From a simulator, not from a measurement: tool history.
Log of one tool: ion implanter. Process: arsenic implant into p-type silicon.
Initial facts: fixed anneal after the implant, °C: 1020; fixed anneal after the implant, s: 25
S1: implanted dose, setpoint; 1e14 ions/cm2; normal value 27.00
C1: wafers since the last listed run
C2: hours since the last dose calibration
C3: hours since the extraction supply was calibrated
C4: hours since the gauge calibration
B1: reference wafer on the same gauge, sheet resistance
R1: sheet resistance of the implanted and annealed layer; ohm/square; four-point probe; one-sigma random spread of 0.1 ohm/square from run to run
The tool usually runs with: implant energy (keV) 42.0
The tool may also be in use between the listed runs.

{"run": 1, "hour": 0.0, "S1": 21.39, "implant energy (keV)": 42.0, "C1": 0, "C2": 1374.4, "C3": 4930.7, "C4": 64.9, "B1": 62.9, "R1": 75.25}
{"run": 2, "hour": 9.7, "S1": 21.39, "implant energy (keV)": 42.0, "C1": 404, "C2": 1384.1, "C3": 4940.4, "C4": 74.6, "B1": 62.89, "R1": 75.31}
{"hour": 15.2, "done": "gauge calibrated"}
{"run": 3, "hour": 18.8, "S1": 27.0, "implant energy (keV)": 42.0, "C1": 379, "C2": 1393.2, "C3": 4949.5, "C4": 3.6, "B1": 62.91, "R1": 69.49}
{"run": 4, "hour": 32.9, "S1": 27.0, "implant energy (keV)": 42.0, "C1": 588, "C2": 1407.3, "C3": 4963.6, "C4": 17.7, "B1": 62.92, "R1": 69.38}
{"run": 5, "hour": 39.1, "S1": 27.0, "implant energy (keV)": 42.0, "C1": 258, "C2": 1413.5, "C3": 4969.8, "C4": 23.9, "B1": 62.92, "R1": 69.48}
{"run": 6, "hour": 51.1, "S1": 20.55, "implant energy (keV)": 42.0, "C1": 500, "C2": 1425.5, "C3": 4981.8, "C4": 35.9, "B1": 62.93, "R1": 76.52}
{"run": 7, "hour": 59.4, "S1": 27.0, "implant energy (keV)": 42.0, "C1": 346, "C2": 1433.8, "C3": 4990.1, "C4": 44.2, "B1": 62.89, "R1": 69.45}
{"run": 8, "hour": 70.4, "S1": 27.0, "implant energy (keV)": 42.0, "C1": 458, "C2": 1444.8, "C3": 5001.1, "C4": 55.2, "B1": 62.89, "R1": 69.48}
{"hour": 83.6, "done": "extraction supply calibrated"}
{"run": 9, "hour": 88.2, "S1": 23.72, "implant energy (keV)": 52.5, "C1": 408, "C2": 1462.6, "C3": 4.6, "C4": 73.0, "B1": 62.89, "R1": 66.32}
{"run": 10, "hour": 95.6, "S1": 27.0, "implant energy (keV)": 42.0, "C1": 308, "C2": 1470.0, "C3": 12.0, "C4": 80.4, "B1": 62.88, "R1": 69.67}
{"hour": 104.5, "done": "Faraday cup replaced and dose calibrated"}
{"hour": 106.5, "done": "gauge calibrated"}
{"run": 11, "hour": 111.3, "S1": 29.69, "implant energy (keV)": 42.0, "C1": 321, "C2": 6.8, "C3": 27.7, "C4": 4.8, "B1": 62.92, "R1": 67.54}
{"run": 12, "hour": 121.8, "S1": 27.0, "implant energy (keV)": 34.5, "C1": 438, "C2": 17.3, "C3": 38.2, "C4": 15.3, "B1": 62.9, "R1": 75.33}
{"run": 13, "hour": 128.4, "S1": 24.69, "implant energy (keV)": 56.0, "C1": 275, "C2": 23.9, "C3": 44.8, "C4": 21.9, "B1": 62.9, "R1": 63.71}
{"run": 14, "hour": 135.8, "S1": 32.19, "implant energy (keV)": 47.5, "C1": 308, "C2": 31.3, "C3": 52.2, "C4": 29.3, "B1": 62.88, "R1": 62.57}
{"run": 15, "hour": 146.0, "S1": 27.0, "implant energy (keV)": 42.0, "C1": 425, "C2": 41.5, "C3": 62.4, "C4": 39.5, "B1": 62.9, "R1": 69.53}
{"run": 16, "hour": 155.4, "S1": 27.0, "implant energy (keV)": 42.0, "C1": 392, "C2": 50.9, "C3": 71.8, "C4": 48.9, "B1": 62.9, "R1": 69.54}

Take each entry between the runs: how does the hidden state at the last listed run before it differ from the hidden state at the first listed run after it?
Logged between run 2 and run 3: gauge calibrated (hour 15.2)
  the hidden state is the same at both runs
Logged between run 8 and run 9: extraction supply calibrated (hour 83.6)
  the hidden state is the same at both runs
Logged between run 10 and run 11: Faraday cup replaced and dose calibrated (hour 104.5); gauge calibrated (hour 106.5)
  the hidden state is the same at both runs
